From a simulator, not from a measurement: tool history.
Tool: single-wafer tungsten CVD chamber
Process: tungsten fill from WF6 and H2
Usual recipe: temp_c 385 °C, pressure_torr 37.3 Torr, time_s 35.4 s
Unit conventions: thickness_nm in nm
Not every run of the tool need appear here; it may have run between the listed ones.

run    hour  temp_c  pressure_torr  time_s  read-back reference wafer on the same gauge, thickness_nm  thickness_nm
  1     0.0     385           37.3    35.4                                                     88.591        91.304
  2    91.0     385           39.5    35.4                                                     88.629        93.348
  3   143.0     385           43.2    39.1                                                     88.527       108.496
  4   230.8     385           43.2    39.1                                                     88.602       108.850
  5   282.8     385           41.4    37.9                                                     88.594       102.115
  6   340.8     379           41.8    35.4                                                     88.585        87.071
  7   427.7     379           41.8    35.4                                                     88.660        86.883
  8   535.6     379           41.8    35.4                                                     88.567        86.878
  9   600.1     385           37.3    40.8                                                     88.595       105.446
      656.6  -- capacitance manometer re-zeroed and calibrated
 10   681.0     374           37.3    35.4                                                     88.602        72.479
 11   772.8     385           42.1    35.4                                                     88.568        93.523
 12   821.6     385           42.1    35.4                                                     88.569        93.928
 13   907.2     395           37.3    35.4                                                     88.599       104.934
 14   984.0     395           37.3    35.4                                                     88.614       105.174
     1007.4  -- gauge calibrated
 15  1151.8     385           37.3    32.9                                                     88.561        82.534
 16  1256.1     379           34.1    35.4                                                     88.670        76.584
 17  1304.3     385           42.6    29.4                                                     88.618        78.844
     1316.8  -- capacitance manometer re-zeroed and calibrated, repeated, since the last time left the tool worse
 18  1378.0     385           44.5    40.9                                                     88.593       114.346
 19  1428.1     385           37.3    35.4                                                     88.692        90.388
     1499.3  -- thermocouple changed; heater temperature recalibrated
 20  1507.4     378           31.2    40.5                                                     88.594        83.707
 21  1547.2     378           37.3    39.7                                                     88.622        89.707
 22  1653.1     385           37.3    35.4                                                     88.640        90.531
 23  1725.1     385           41.3    35.4                                                     88.551        95.857
 24  1819.3     395           43.2    35.4                                                     88.638       115.483
     1863.6  -- showerhead replaced
 25  1904.2     385           37.3    35.4                                                     88.618        90.956
 26  1974.3     395           45.3    30.3                                                     88.620       101.883
 27  2018.0     385           37.3    35.4                                                     88.604        91.151
 28  2118.3     385           37.3    35.4                                                     88.620        90.814
 29  2191.0     394           37.3    39.5                                                     88.588       118.644
 30  2236.5     385           37.3    35.4                                                     88.624        91.015
 31  2333.8     375           42.8    31.1                                                     88.653        71.732
 32  2504.9     374           37.3    31.4                                                     88.563        66.562
 33  2594.3     385           37.3    35.4                                                     88.655        91.712
 34  2630.9     375           32.7    32.8                                                     88.637        66.435

Alternative continuations, all from the tool just after run 34; predict every row:
  A  2631.3     385           37.3    35.4                                                          ?             ?
  B  2631.3     385           29.2    41.6                                                          ?             ?
  C  2631.3     385           37.3    40.0                                                          ?             ?
  D  2631.3     385           45.3    37.5                                                          ?             ?

run  read-back reference wafer on the same gauge, thickness_nm  thickness_nm
  A                                                     88.656        91.169
  B                                                     88.656        94.550
  C                                                     88.656       103.061
  D                                                     88.656       106.301
The same runs, with their run-to-run variation unchanged, on a tool lacking any hidden condition would have given:
run  thickness_nm
  A        89.941
  B        93.248
  C       101.672
  D       104.905
